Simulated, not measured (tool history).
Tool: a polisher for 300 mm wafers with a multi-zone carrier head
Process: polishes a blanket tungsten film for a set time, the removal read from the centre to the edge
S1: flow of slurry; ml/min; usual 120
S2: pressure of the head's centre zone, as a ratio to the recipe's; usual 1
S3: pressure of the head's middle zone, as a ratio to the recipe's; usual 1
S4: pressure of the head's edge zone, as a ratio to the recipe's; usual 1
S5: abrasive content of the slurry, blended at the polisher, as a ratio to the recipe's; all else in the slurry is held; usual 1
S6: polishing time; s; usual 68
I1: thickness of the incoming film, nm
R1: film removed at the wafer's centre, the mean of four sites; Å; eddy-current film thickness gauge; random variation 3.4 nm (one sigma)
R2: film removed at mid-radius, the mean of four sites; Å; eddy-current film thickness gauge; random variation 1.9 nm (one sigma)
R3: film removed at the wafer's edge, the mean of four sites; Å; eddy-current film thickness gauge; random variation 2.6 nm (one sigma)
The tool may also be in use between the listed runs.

run,hour,S1,S2,S3,S4,S5,S6,I1,R1,R2,R3
1,0,120,1,1,1,1,68,722.8,2168,2136,2168
2,99.7,120,1,1,1,1,68,723.3,2308,2221,2264
3,130.7,120,0.91,1,1.04,1,68,738.1,2053,2197,2266
4,162.3,120,0.91,1,1.04,1,68,736.9,1985,2159,2260
5,226,120,1,1,1,1.1,68,726.1,2197,2150,2183
6,297.5,120,1,1,1,1.1,68,729.7,2286,2290,2304
7,346.4,120,1,1.09,1,1,68,725.4,2156,2287,2190
8,385.6,120,1,1.09,1,1,68,740.5,2192,2293,2181
9,432.2,120,1,1.09,1,1,68,728.9,2158,2274,2191
10,493.3,120,1,1,1,1,68,737.6,2272,2202,2209
11,555.3,155,0.92,1,1,1.2,46,738.2,1534,1577,1548
12,590.8,120,0.88,1,1,1,86,738,2412,2696,2745
13,628,120,0.96,1,1,1,68,722.6,2048,2117,2178
14,655.3,90,1,1,0.9,1,85,726.5,2609,2647,2562
15,692.6,145,1,1,0.88,1,89,729,2974,2869,2758
16,756.5,135,1,1,0.9,1,68,734.2,2119,2198,2082
17,796.6,120,1,1,1.11,1,68,734.8,2213,2133,2236
18,853.1,120,1,1,1,1,68,724.3,2244,2225,2233
19,928.7,120,1,0.91,1,1,68,725.3,2199,2064,2208
20,968.3,120,0.91,1,0.92,1,90,722.8,2659,2785,2717
21,1020.1,120,1,1,1,1,68,738.2,2170,2122,2151

Not shown: 11 entries that the log had between the listed runs. Between which runs, and how does the tool's hidden state differ before and after?
Between runs 1 and 2: slurry nozzle cleaned (hour 16); worn pad replaced by a new one (hour 73.7)
  removal rate lost through wear of the pad, %: 5.72 -> 2.43
  measured less the result without the state, R1: -131 -> -57 Å; R2: -130 -> -55 Å; R3: -131 -> -57 Å
Between runs 5 and 6: worn pad replaced by a new one (hour 274.2)
  removal rate lost through wear of the pad, %: 6.29 -> 2.23
  measured less the result without the state, R1: -148 -> -52 Å; R2: -144 -> -52 Å; R3: -146 -> -52 Å
Between runs 9 and 10: centre zone pressure recalibrated (hour 435.1); worn pad replaced by a new one (hour 451.1); edge zone pressure recalibrated (hour 461.5)
  removal rate lost through wear of the pad, %: 6.33 -> 3.14
  measured less the result without the state, R1: -146 -> -74 Å; R2: -154 -> -71 Å; R3: -149 -> -72 Å
Between runs 10 and 11: slurry nozzle cleaned (hour 524.6)
  removal rate lost through wear of the pad, %: 3.14 -> 5.29
  measured less the result without the state, R1: -74 -> -85 Å; R2: -71 -> -88 Å; R3: -72 -> -87 Å
Between runs 12 and 13: carrier head's membrane replaced by a new one (hour 626.4)
  removal rate lost through wear of the pad, %: 5.88 -> 6.24
  measured less the result without the state, R1: -151 -> -136 Å; R2: -169 -> -141 Å; R3: -172 -> -145 Å
Between runs 13 and 14: worn pad replaced by a new one (hour 633.8)
  removal rate lost through wear of the pad, %: 6.24 -> 3.26
  measured less the result without the state, R1: -136 -> -88 Å; R2: -141 -> -89 Å; R3: -145 -> -86 Å
Between runs 17 and 18: worn pad replaced by a new one (hour 833.6)
  removal rate lost through wear of the pad, %: 7.53 -> 2.09
  measured less the result without the state, R1: -181 -> -48 Å; R2: -174 -> -47 Å; R3: -183 -> -48 Å
Between runs 20 and 21: centre zone pressure recalibrated (hour 1019.6)
  removal rate lost through wear of the pad, %: 6.2 -> 6.7
  measured less the result without the state, R1: -176 -> -156 Å; R2: -184 -> -153 Å; R3: -180 -> -154 Å
